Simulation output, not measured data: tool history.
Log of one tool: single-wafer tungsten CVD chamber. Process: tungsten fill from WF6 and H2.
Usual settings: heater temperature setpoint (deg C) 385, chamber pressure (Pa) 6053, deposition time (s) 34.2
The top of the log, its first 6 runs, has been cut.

| run | hour | heater temperature setpoint (deg C) | chamber pressure (Pa) | deposition time (s) | wafers since the last listed run | hours since the last thermocouple change | hours since the last manometer calibration | hours since the showerhead was replaced | hours since the gauge calibration | read-back reference wafer on the same gauge, thickness_nm | mean film thickness on the monitor wafer (angstrom) |
|---|---|---|---|---|---|---|---|---|---|---|---|
| 7 | 158.2 | 385 | 6053 | 34.2 | 513 | 630.5 | 719.4 | 5700.7 | 354.8 | 91.972 | 977.79 |
| 8 | 178.6 | 385 | 6053 | 34.2 | 364 | 650.9 | 739.8 | 5721.1 | 375.2 | 92.002 | 972.81 |
| 9 | 199.6 | 385 | 5560 | 34.2 | 375 | 671.9 | 760.8 | 5742.1 | 396.2 | 92.003 | 933.81 |
| 10 | 229.3 | 385 | 5560 | 34.2 | 531 | 701.6 | 790.5 | 5771.8 | 425.9 | 92.025 | 932.55 |
| 11 | 264.2 | 385 | 5560 | 34.2 | 624 | 736.5 | 825.4 | 5806.7 | 460.8 | 92.084 | 934.58 |
| 12 | 281.3 | 385 | 6053 | 34.2 | 305 | 753.6 | 842.5 | 5823.8 | 477.9 | 92.045 | 978.85 |
| 13 | 297.4 | 385 | 6053 | 34.2 | 287 | 769.7 | 858.6 | 5839.9 | 494 | 92.009 | 981.61 |
| 14 | 329 | 385 | 6053 | 34.2 | 565 | 801.3 | 890.2 | 5871.5 | 525.6 | 92.022 | 979.77 |
| 15 | 356.3 | 385 | 6053 | 34.2 | 488 | 828.6 | 917.5 | 5898.8 | 552.9 | 91.971 | 985.63 |
|  | 386 | thermocouple changed; heater temperature recalibrated |
|  | 390.9 | capacitance manometer re-zeroed and calibrated |
| 16 | 391.4 | 385 | 6986 | 34.2 | 397 | 5.4 | 0.5 | 5933.9 | 588 | 91.959 | 1016.43 |
| 17 | 407.8 | 385 | 6053 | 37.9 | 293 | 21.8 | 16.9 | 5950.3 | 604.4 | 91.873 | 1048.47 |
| 18 | 431.9 | 395 | 5520 | 36.6 | 430 | 45.9 | 41 | 5974.4 | 628.5 | 92.188 | 1188.31 |
| 19 | 466 | 385 | 6053 | 34.2 | 609 | 80 | 75.1 | 6008.5 | 662.6 | 92.064 | 946.04 |
| 20 | 495.4 | 398 | 4733 | 34.2 | 525 | 109.4 | 104.5 | 6037.9 | 692 | 92.089 | 1089.49 |
|  | 518.3 | showerhead replaced |
| 21 | 530 | 393 | 6666 | 28.2 | 475 | 144 | 139.1 | 11.7 | 726.6 | 92.031 | 991.56 |
| 22 | 558.8 | 385 | 5346 | 39.5 | 515 | 172.8 | 167.9 | 40.5 | 755.4 | 91.998 | 1018.43 |
|  | 579.5 | gauge calibrated |
| 23 | 581.6 | 379 | 5586 | 28.7 | 407 | 195.6 | 190.7 | 63.3 | 2.1 | 92.084 | 665.62 |
| 24 | 613 | 385 | 6799 | 34.2 | 561 | 227 | 222.1 | 94.7 | 33.5 | 91.959 | 1028.16 |
| 25 | 633.4 | 385 | 6053 | 34.2 | 364 | 247.4 | 242.5 | 115.1 | 53.9 | 91.975 | 969.44 |
| 26 | 667.2 | 385 | 6053 | 28.2 | 604 | 281.2 | 276.3 | 148.9 | 87.7 | 92.076 | 798.48 |
| 27 | 695.2 | 378 | 4853 | 37.1 | 500 | 309.2 | 304.3 | 176.9 | 115.7 | 91.936 | 789.94 |
| 28 | 710.1 | 385 | 6053 | 34.2 | 266 | 324.1 | 319.2 | 191.8 | 130.6 | 91.956 | 969.34 |
| 29 | 736.7 | 385 | 6053 | 34.2 | 475 | 350.7 | 345.8 | 218.4 | 157.2 | 92.073 | 967.24 |
| 30 | 768.3 | 380 | 5546 | 34.2 | 565 | 382.3 | 377.4 | 250 | 188.8 | 92.016 | 817.1 |

What will run 31 give?
| 31 | 782 | 385 | 6053 | 34.2 | 244 | 396 | 391.1 | 263.7 | 202.5 | ? | ? |

{"run 31": {"read-back reference wafer on the same gauge, thickness_nm": 91.898, "mean film thickness on the monitor wafer (angstrom)": 970.18}}
Minus the tool's unlogged condition, the same run would have read mean film thickness on the monitor wafer (angstrom) 941.3.
